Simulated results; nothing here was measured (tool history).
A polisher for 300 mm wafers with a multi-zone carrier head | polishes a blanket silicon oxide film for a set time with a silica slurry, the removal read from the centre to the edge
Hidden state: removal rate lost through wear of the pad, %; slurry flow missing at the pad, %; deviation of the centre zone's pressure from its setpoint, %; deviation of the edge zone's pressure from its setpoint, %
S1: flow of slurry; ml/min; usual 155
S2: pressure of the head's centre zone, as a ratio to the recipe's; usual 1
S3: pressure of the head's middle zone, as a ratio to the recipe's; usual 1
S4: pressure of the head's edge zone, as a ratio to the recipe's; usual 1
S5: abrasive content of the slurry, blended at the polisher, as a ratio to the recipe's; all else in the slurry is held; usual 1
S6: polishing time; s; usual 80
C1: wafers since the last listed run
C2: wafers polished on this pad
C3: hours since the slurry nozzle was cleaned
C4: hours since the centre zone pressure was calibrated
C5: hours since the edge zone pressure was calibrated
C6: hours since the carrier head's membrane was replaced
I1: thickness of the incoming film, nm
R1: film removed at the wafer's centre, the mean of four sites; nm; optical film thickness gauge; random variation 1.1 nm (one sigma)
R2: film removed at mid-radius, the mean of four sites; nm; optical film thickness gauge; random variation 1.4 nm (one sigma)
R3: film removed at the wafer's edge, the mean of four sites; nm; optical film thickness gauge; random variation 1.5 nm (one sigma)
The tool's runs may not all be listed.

run 1 hour=0 | S1=155 S2=1 S3=1 S4=1 S5=1.2 S6=80 | C1=0 C2=725 C3=273.5 C4=396 C5=734.2 C6=36.7 | I1=1266.1 | R1=149.9 R2=146.2 R3=151.2
run 2 hour=29.3 | S1=155 S2=1 S3=1 S4=1 S5=1.2 S6=80 | C1=265 C2=990 C3=302.8 C4=425.3 C5=763.5 C6=66 | I1=1239.5 | R1=149.6 R2=148.8 R3=146.3
run 3 hour=41.6 | S1=155 S2=1 S3=1 S4=1 S5=1 S6=80 | C1=111 C2=1102 C3=315.1 C4=437.6 C5=775.8 C6=78.3 | I1=1253.4 | R1=137.6 R2=133 R3=140.1
-- hour=49.1 edge zone pressure recalibrated
-- hour=73.2 worn pad replaced by a new one
run 4 hour=73.7 | S1=205 S2=1 S3=0.89 S4=1 S5=1 S6=72 | C1=236 C2=4 C3=347.2 C4=469.7 C5=24.6 C6=110.4 | I1=1230.6 | R1=128.3 R2=115.5 R3=128.8
run 5 hour=98.1 | S1=155 S2=1 S3=1 S4=1 S5=1 S6=80 | C1=220 C2=225 C3=371.6 C4=494.1 C5=49 C6=134.8 | I1=1248.5 | R1=137 R2=134.3 R3=141.3
run 6 hour=113.6 | S1=155 S2=1.07 S3=1 S4=1.08 S5=0.75 S6=80 | C1=140 C2=365 C3=387.1 C4=509.6 C5=64.5 C6=150.3 | I1=1256.4 | R1=126.4 R2=118.6 R3=127.2
run 7 hour=127.9 | S1=205 S2=1 S3=1 S4=1 S5=0.7 S6=80 | C1=129 C2=495 C3=401.4 C4=523.9 C5=78.8 C6=164.6 | I1=1243.2 | R1=121.7 R2=120 R3=120.6
run 8 hour=160.1 | S1=155 S2=1 S3=1 S4=1 S5=1 S6=80 | C1=291 C2=786 C3=433.6 C4=556.1 C5=111 C6=196.8 | I1=1264.7 | R1=137.7 R2=135.6 R3=138.4
run 9 hour=189.1 | S1=155 S2=1 S3=0.94 S4=1 S5=1 S6=80 | C1=262 C2=1048 C3=462.6 C4=585.1 C5=140 C6=225.8 | I1=1261.7 | R1=136 R2=128.4 R3=139.8
-- hour=224.7 worn pad replaced by a new one
run 10 hour=225.2 | S1=155 S2=0.91 S3=0.96 S4=1 S5=1 S6=52 | C1=290 C2=4 C3=498.7 C4=621.2 C5=176.1 C6=261.9 | I1=1234.4 | R1=82.9 R2=84.8 R3=90.1
run 11 hour=257.8 | S1=130 S2=0.96 S3=1 S4=1 S5=0.9 S6=89 | C1=294 C2=299 C3=531.3 C4=653.8 C5=208.7 C6=294.5 | I1=1231 | R1=136.8 R2=138 R3=140.7
-- hour=267.2 slurry nozzle cleaned
run 12 hour=275 | S1=200 S2=1.09 S3=0.96 S4=1 S5=0.8 S6=80 | C1=146 C2=446 C3=7.8 C4=671 C5=225.9 C6=311.7 | I1=1237.1 | R1=144.8 R2=127.3 R3=133.4
-- hour=283 centre zone pressure recalibrated
run 13 hour=299.7 | S1=155 S2=1 S3=1.03 S4=0.94 S5=1 S6=80 | C1=205 C2=651 C3=32.5 C4=16.7 C5=250.6 C6=336.4 | I1=1226.8 | R1=144.5 R2=143.6 R3=137.8
run 14 hour=322 | S1=155 S2=1 S3=1 S4=1 S5=1 S6=80 | C1=201 C2=853 C3=54.8 C4=39 C5=272.9 C6=358.7 | I1=1266.5 | R1=141.4 R2=141.3 R3=139.4
run 15 hour=337.2 | S1=155 S2=1 S3=1 S4=1 S5=1.2 S6=80 | C1=137 C2=990 C3=70 C4=54.2 C5=288.1 C6=373.9 | I1=1249.6 | R1=154.1 R2=153.2 R3=150.6
run 16 hour=371.3 | S1=155 S2=1.07 S3=1.05 S4=0.93 S5=1 S6=68 | C1=308 C2=1299 C3=104.1 C4=88.3 C5=322.2 C6=408 | I1=1248.2 | R1=126.5 R2=124.3 R3=114.8
-- hour=387 worn pad replaced by a new one
run 17 hour=389.3 | S1=155 S2=1 S3=1.1 S4=1 S5=1 S6=80 | C1=126 C2=20 C3=122.1 C4=106.3 C5=340.2 C6=426 | I1=1257.3 | R1=141.1 R2=151.3 R3=141.4
run 18 hour=419 | S1=155 S2=1.06 S3=1 S4=1 S5=1 S6=80 | C1=268 C2=289 C3=151.8 C4=136 C5=369.9 C6=455.7 | I1=1232.3 | R1=148.2 R2=138.9 R3=143.4
run 19 hour=436.1 | S1=155 S2=1.09 S3=1 S4=1 S5=1 S6=62 | C1=154 C2=443 C3=168.9 C4=153.1 C5=387 C6=472.8 | I1=1259.7 | R1=115.9 R2=106.3 R3=109.1
run 20 hour=465.7 | S1=175 S2=1.06 S3=1 S4=0.95 S5=1 S6=89 | C1=267 C2=711 C3=198.5 C4=182.7 C5=416.6 C6=502.4 | I1=1273 | R1=163.9 R2=151.7 R3=150.5

5 ways to go on from here, each from the tool as it stands after run 20. What would each give?
run A hour=466.1 | S1=155 S2=1 S3=1 S4=1 S5=1 S6=80 | C1=3 C2=715 C3=198.9 C4=183.1 C5=417 C6=502.8 | I1=1249.7 | R1=? R2=? R3=?
run B hour=466.1 | S1=205 S2=0.9 S3=1 S4=1 S5=1 S6=80 | C1=3 C2=715 C3=198.9 C4=183.1 C5=417 C6=502.8 | I1=1249.7 | R1=? R2=? R3=?
run C hour=466.1 | S1=195 S2=1.12 S3=1.08 S4=1 S5=0.75 S6=80 | C1=3 C2=715 C3=198.9 C4=183.1 C5=417 C6=502.8 | I1=1249.7 | R1=? R2=? R3=?
run D hour=466.1 | S1=105 S2=1 S3=1 S4=1 S5=1 S6=80 | C1=3 C2=715 C3=198.9 C4=183.1 C5=417 C6=502.8 | I1=1249.7 | R1=? R2=? R3=?
run E hour=466.1 | S1=155 S2=1 S3=1 S4=1.08 S5=1.2 S6=80 | C1=3 C2=715 C3=198.9 C4=183.1 C5=417 C6=502.8 | I1=1249.7 | R1=? R2=? R3=?

run=A R1=138.9 R2=138.7 R3=137.8
run=B R1=133.9 R2=144.4 R3=141.8
run=C R1=137.6 R2=133.5 R3=123
run=D R1=129.7 R2=130.6 R3=132.2
run=E R1=150 R2=149.8 R3=154.6
Without the tool's hidden state the same runs would have given:
run=A R1=145.3 R2=144.4 R3=141.8
run=B R1=139 R2=149.2 R3=145.2
run=C R1=143 R2=138.1 R3=126
run=D R1=137.3 R2=137.3 R3=136.8
run=E R1=156.9 R2=155.9 R3=159

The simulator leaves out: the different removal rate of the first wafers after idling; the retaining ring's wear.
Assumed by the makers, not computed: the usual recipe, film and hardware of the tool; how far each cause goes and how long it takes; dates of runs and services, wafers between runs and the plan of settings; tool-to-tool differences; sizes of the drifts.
